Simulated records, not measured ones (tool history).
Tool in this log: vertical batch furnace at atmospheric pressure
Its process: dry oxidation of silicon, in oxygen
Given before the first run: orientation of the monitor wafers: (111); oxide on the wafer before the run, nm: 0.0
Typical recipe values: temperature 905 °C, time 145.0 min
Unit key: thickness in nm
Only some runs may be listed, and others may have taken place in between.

| run | hour | temperature | time | wafers since the last listed run | hours since the last temperature calibration | hours since the boat lift was adjusted | hours since the gauge calibration | read-back reference wafer on the same gauge, thickness | thickness |
|---|---|---|---|---|---|---|---|---|---|
| 1 | 0.0 | 905 | 145.0 | 0 | 2448.7 | 2352.0 | 404.1 | 50.82 | 55.93 |
| 2 | 33.8 | 905 | 145.0 | 307 | 2482.5 | 2385.8 | 437.9 | 50.77 | 55.85 |
| 3 | 61.9 | 905 | 145.0 | 255 | 2510.6 | 2413.9 | 466.0 | 50.79 | 55.90 |
| 4 | 79.8 | 910 | 119.5 | 162 | 2528.5 | 2431.8 | 483.9 | 50.82 | 51.38 |
| 5 | 126.7 | 905 | 145.0 | 426 | 2575.4 | 2478.7 | 530.8 | 50.81 | 55.61 |
| 6 | 158.8 | 905 | 145.0 | 292 | 2607.5 | 2510.8 | 562.9 | 50.81 | 55.73 |
| 7 | 183.5 | 905 | 145.0 | 224 | 2632.2 | 2535.5 | 587.6 | 50.80 | 55.47 |
| 8 | 196.8 | 905 | 145.0 | 121 | 2645.5 | 2548.8 | 600.9 | 50.78 | 55.79 |
| 9 | 229.8 | 915 | 145.0 | 300 | 2678.5 | 2581.8 | 633.9 | 50.81 | 61.45 |
| 10 | 261.2 | 905 | 145.0 | 285 | 2709.9 | 2613.2 | 665.3 | 50.78 | 55.59 |
| 11 | 280.5 | 905 | 145.0 | 175 | 2729.2 | 2632.5 | 684.6 | 50.83 | 55.49 |
|  | 282.4 | gauge calibrated |
| 12 | 309.4 | 905 | 102.5 | 263 | 2758.1 | 2661.4 | 27.0 | 50.79 | 43.62 |
|  | 334.1 | thermocouples replaced and temperature profile calibrated |
| 13 | 342.6 | 905 | 145.0 | 83 | 8.5 | 2694.6 | 60.2 | 50.78 | 55.33 |
| 14 | 364.1 | 891 | 100.0 | 195 | 30.0 | 2716.1 | 81.7 | 50.82 | 37.23 |
|  | 401.9 | boat lift adjusted |
| 15 | 402.4 | 930 | 107.0 | 130 | 68.3 | 0.5 | 120.0 | 50.80 | 58.80 |
| 16 | 423.9 | 914 | 116.5 | 195 | 89.8 | 22.0 | 141.5 | 50.81 | 53.42 |
| 17 | 448.2 | 905 | 145.0 | 221 | 114.1 | 46.3 | 165.8 | 50.80 | 57.29 |
| 18 | 483.3 | 905 | 145.0 | 319 | 149.2 | 81.4 | 200.9 | 50.79 | 57.11 |
| 19 | 510.6 | 884 | 124.0 | 248 | 176.5 | 108.7 | 228.2 | 50.81 | 41.21 |
| 20 | 531.3 | 905 | 145.0 | 188 | 197.2 | 129.4 | 248.9 | 50.77 | 57.13 |
| 21 | 550.9 | 892 | 101.5 | 178 | 216.8 | 149.0 | 268.5 | 50.79 | 38.97 |
| 22 | 566.1 | 926 | 179.5 | 138 | 232.0 | 164.2 | 283.7 | 50.77 | 81.44 |
| 23 | 599.5 | 905 | 121.5 | 304 | 265.4 | 197.6 | 317.1 | 50.80 | 50.49 |
| 24 | 628.0 | 905 | 101.5 | 259 | 293.9 | 226.1 | 345.6 | 50.76 | 44.56 |
| 25 | 658.6 | 928 | 178.5 | 278 | 324.5 | 256.7 | 376.2 | 50.82 | 82.31 |

Some steps in thickness between neighbouring runs. How much of each would the tool show without its hidden state too (settings, what came in, random variation), and how much is left for the hidden state, with any gauge scatter that isn't in both results?
The tool's hidden condition here consists of: true tube temperature minus thermocouple reading, K; monitor wafer colder than the profiled boat position, K; gauge reads high (%).
Run 13 -> 14: temperature 905 -> 891, time 145.0 -> 100.0. thickness -18.10 nm: hidden state +0.64, all else -18.74.
Run 14 -> 15: temperature 891 -> 930, time 100.0 -> 107.0, boat lift adjusted. thickness +21.57 nm: hidden state +0.99, all else +20.58.
Run 21 -> 22: temperature 892 -> 926, time 101.5 -> 179.5. thickness +42.47 nm: hidden state -0.38, all else +42.85.
Run 24 -> 25: temperature 905 -> 928, time 101.5 -> 178.5. thickness +37.75 nm: hidden state -0.36, all else +38.11.

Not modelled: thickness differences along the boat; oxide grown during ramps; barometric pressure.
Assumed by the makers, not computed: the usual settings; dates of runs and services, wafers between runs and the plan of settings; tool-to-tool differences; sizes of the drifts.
